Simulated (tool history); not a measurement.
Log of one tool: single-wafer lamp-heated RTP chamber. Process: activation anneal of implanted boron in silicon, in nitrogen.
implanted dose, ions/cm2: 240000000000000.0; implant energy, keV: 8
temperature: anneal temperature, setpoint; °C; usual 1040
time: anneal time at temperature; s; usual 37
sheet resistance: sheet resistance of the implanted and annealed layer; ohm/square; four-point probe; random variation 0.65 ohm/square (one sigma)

run    hour  temperature  time  read-back reference wafer on the same gauge, sheet resistance  sheet resistance
  1     0.0         1026    37                                                         517.64            435.24
       45.2  -- pyrometer window cleaned and pyrometer calibrated
  2    45.7         1026    37                                                         517.29            435.49
  3   144.5         1040    37                                                         516.49            431.12
  4   324.3         1040    37                                                         515.44            431.06
      335.0  -- pyrometer window cleaned and pyrometer calibrated
  5   360.0         1040    37                                                         515.21            430.07
  6   424.9         1040    29                                                         515.06            431.78
  7   464.5         1024    37                                                         514.85            432.56
  8   508.4         1024    37                                                         514.76            433.71
  9   563.8         1040    37                                                         514.55            430.27
 10   620.1         1040    37                                                         514.33            430.17
      650.7  -- pyrometer window cleaned and pyrometer calibrated
 11   681.1         1020    37                                                         514.30            433.16
 12   711.0         1020    37                                                         514.03            432.17
 13   782.5         1020    37                                                         514.13            432.78
 14   819.5         1019    37                                                         514.02            431.42
 15   883.6         1040    29                                                         513.88            431.78
 16   912.5         1069    28                                                         513.71            426.61
      949.5  -- pyrometer window cleaned and pyrometer calibrated
 17   953.0         1050    37                                                         513.85            427.83
      995.9  -- gauge calibrated
     1022.5  -- reflector plate cleaned
 18  1023.3         1028    55                                                         520.31            434.16
 19  1049.2         1028    58                                                         519.90            431.53
 20  1073.7         1040    37                                                         519.57            433.92
 21  1132.8         1028    55                                                         518.61            431.00
 22  1182.3         1040    37                                                         518.03            432.83
     1249.6  -- pyrometer window cleaned and pyrometer calibrated
 23  1250.1         1040    24                                                         517.25            436.05
 24  1289.7         1019    22                                                         516.82            438.75
 25  1329.3         1040    48                                                         516.40            429.45
 26  1400.9         1053    25                                                         515.84            432.19
 27  1466.7         1020    27                                                         515.20            435.43
 28  1506.6         1040    57                                                         515.08            426.82
 29  1569.8         1040    37                                                         514.76            430.89

The same runs without the tool's hidden state, with the same run-to-run variation:
The hidden state here: true wafer temperature minus pyrometer reading, K; wafer temperature error from the tarnished reflector plate, K; gauge reads high (%).
run  sheet resistance
  1            438.04
  2            438.66
  3            434.92
  4            435.75
  5            434.88
  6            436.83
  7            437.75
  8            439.03
  9            435.69
 10            435.71
 11            438.85
 12            437.90
 13            438.63
 14            437.30
 15            437.74
 16            432.53
 17            433.81
 18            434.70
 19            432.44
 20            435.18
 21            433.00
 22            435.39
 23            439.29
 24            442.37
 25            433.30
 26            436.57
 27            440.23
 28            431.74
 29            436.15

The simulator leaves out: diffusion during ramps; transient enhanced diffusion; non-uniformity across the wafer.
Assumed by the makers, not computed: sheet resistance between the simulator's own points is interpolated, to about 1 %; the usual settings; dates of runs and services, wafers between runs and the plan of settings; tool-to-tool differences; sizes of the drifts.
